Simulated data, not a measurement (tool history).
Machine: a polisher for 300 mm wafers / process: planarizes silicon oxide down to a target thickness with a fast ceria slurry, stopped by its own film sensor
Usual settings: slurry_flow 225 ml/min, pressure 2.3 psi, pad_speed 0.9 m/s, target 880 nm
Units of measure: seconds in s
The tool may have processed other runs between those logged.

run	day	slurry_flow	pressure	pad_speed	target	incoming thickness of the incoming film, nm	seconds
1	0	225	1.9	0.8	880	1938.8	130.7
2	2.254	225	1.9	0.8	880	1939.4	129.4
3	3.879	225	1.9	0.8	880	1957.7	132.1
4	6.7	225	2.3	0.9	880	1923.5	95.3
5	9.542	225	2.3	0.9	880	1936.1	96
6	12.167	225	2.3	1.04	880	1935.4	84.3
7	19.625	225	2.3	1.04	880	1914.4	82
8	22.346	225	2.3	0.9	880	1928.3	95.9
9	23.421	225	2.3	0.9	880	1926.6	96.5
10	25.767	225	2.8	0.9	764	1931.4	90.8
11	27.275	225	2.8	0.9	764	1926.6	89
12	28.583	225	2.3	0.9	880	1931	97.8
13	31.571	225	2.3	0.9	880	1943.7	97.6
14	32.696	225	2.3	0.74	646	1934.5	143.8
15	34.721	225	2.7	0.9	880	1957.7	86.3
16	36.646	225	2.3	0.9	880	1923.8	95.5
17	39.417	225	2.3	0.9	880	1923.3	94.8
18	40.625	160	2.3	0.6	880	1945.8	150.9
19	42.6	225	2.3	0.9	880	1935.8	97.1
20	43.983	225	2.3	0.9	880	1934.1	97.7
21	46.808	200	2.3	0.9	1142	1904.2	71.4
22	48.612	225	3	0.9	880	1963.6	76.5
23	50.338	225	2.3	1.04	880	1901.7	80.9
24	51.788	225	2.3	0.9	880	1918.8	95.7
25	59.804	225	2.3	0.9	1033	1926.3	81.8
26	61.058	295	2.3	1.2	1243	1904.8	44.4
27	63.017	170	2.9	1.2	1006	1917.7	52.6
28	65.404	225	2.8	0.9	725	1900.9	88.8
29	66.929	225	2.3	0.76	732	1946.1	133.4
30	69.342	225	2.3	0.9	880	1942.1	97.6
31	70.875	225	2.3	0.9	880	1947.8	97.4
32	72.033	225	1.8	0.66	880	1924.2	165
33	74.971	175	2	1.02	635	1931.7	122.1
34	76.446	225	2.8	0.9	764	1955.9	90.6
35	79.175	225	2	1	880	1949.1	100.3
36	80.85	225	2.5	0.9	1011	1935.7	78.7

Put back what was entered between runs (11 entries, withheld): which listed runs does each sit between, and how does the hidden state differ from the listed run before to the listed run after?
Between runs 3 and 4: worn pad replaced by a new one (day 5.925)
  nothing in the hidden state changes from one run to the other
Between runs 6 and 7: slurry nozzle cleaned (day 15.746)
  nothing in the hidden state changes from one run to the other
Between runs 8 and 9: worn pad replaced by a new one (day 23.408)
  nothing in the hidden state changes from one run to the other
Between runs 9 and 10: head pressure recalibrated (day 24)
  nothing in the hidden state changes from one run to the other
Between runs 14 and 15: slurry nozzle cleaned (day 33.217)
  nothing in the hidden state changes from one run to the other
Between runs 18 and 19: worn pad replaced by a new one (day 41.633)
  nothing in the hidden state changes from one run to the other
Between runs 21 and 22: slurry nozzle cleaned (day 47.679)
  nothing in the hidden state changes from one run to the other
Between runs 24 and 25: head pressure recalibrated (day 57.621); worn pad replaced by a new one (day 58.558)
  nothing in the hidden state changes from one run to the other
Between runs 27 and 28: slurry nozzle cleaned (day 65.279)
  nothing in the hidden state changes from one run to the other
Between runs 33 and 34: worn pad replaced by a new one (day 75.317)
  nothing in the hidden state changes from one run to the other

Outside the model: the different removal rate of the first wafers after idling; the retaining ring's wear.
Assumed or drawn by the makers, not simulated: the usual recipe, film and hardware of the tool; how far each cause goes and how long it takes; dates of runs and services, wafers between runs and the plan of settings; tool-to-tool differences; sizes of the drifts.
